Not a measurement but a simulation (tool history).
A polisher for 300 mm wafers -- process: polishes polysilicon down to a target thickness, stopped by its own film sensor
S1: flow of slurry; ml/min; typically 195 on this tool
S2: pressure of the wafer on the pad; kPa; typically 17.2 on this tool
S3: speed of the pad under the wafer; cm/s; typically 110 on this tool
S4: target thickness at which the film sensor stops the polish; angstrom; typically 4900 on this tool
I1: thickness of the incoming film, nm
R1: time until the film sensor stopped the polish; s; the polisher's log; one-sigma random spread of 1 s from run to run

run    hour   S1    S2   S3    S4      I1    R1
  1       0  245  17.2  110  4900  1142.4  66.6
  2    64.2  245  17.2  110  4900  1160.3  72.4
  3    93.4  245  17.2  110  4900  1163.3  73.8
  4   145.6  195  17.2  110  4900  1144.6  75.5
      180.6  -- worn pad replaced by a new one
  5   203.5  195  17.2  110  4900  1143.8  66.8
  6     250  195  17.2  110  4900  1171.8    72
  7   314.6  195  17.2  110  4900  1152.1  71.4
      320.7  -- slurry nozzle cleaned
  8   385.2  170  22.1  110  4900  1155.1  64.4
      430.7  -- worn pad replaced by a new one
  9   449.5  195  17.2  110  4900  1156.2  68.9
 10   557.6  195  17.2  110  4900  1180.8  72.9
      582.3  -- head pressure recalibrated
 11   624.5  195  17.2  110  4900  1155.3  68.7
      630.8  -- slurry nozzle cleaned
 12   659.7  165  17.2  128  4900  1159.1  64.2
      663.8  -- worn pad replaced by a new one
 13   708.9  240  21.4  110  4900  1155.6  54.9
 14   753.8  195  17.2  110  4900  1161.3  68.2
      908.6  -- worn pad replaced by a new one
      927.2  -- slurry nozzle cleaned
 15   955.8  135  14.5  126  4100  1177.5  83.6
 16  1014.6  195  17.2  110  4900  1160.5  68.3
 17  1129.6  195  15.2  110  6320  1165.1  65.5
     1184.7  -- worn pad replaced by a new one
 18  1186.6  255  17.2  110  4900  1180.2  73.2
     1213.8  -- slurry nozzle cleaned
 19  1250.9  195  17.2  138  4900  1165.8  57.9
 20  1302.5  195    11  110  4900  1148.1  93.9

Branching from run 20: 4 alternative next runs. What would each branch give?
  A  1303  160  17.2  110  4900  1173.1   ?
  B  1303  235  17.2  110  4900  1173.1   ?
  C  1303  155  14.5   74  7170  1173.1   ?
  D  1303  195  13.1  110  3470  1173.1   ?

run     R1
  A   74.9
  B   72.2
  C   77.7
  D  106.5
With the hidden condition removed and each run's random variation left untouched, the same runs would have given:
run    R1
  A  65.2
  B  62.8
  C  67.6
  D  92.6
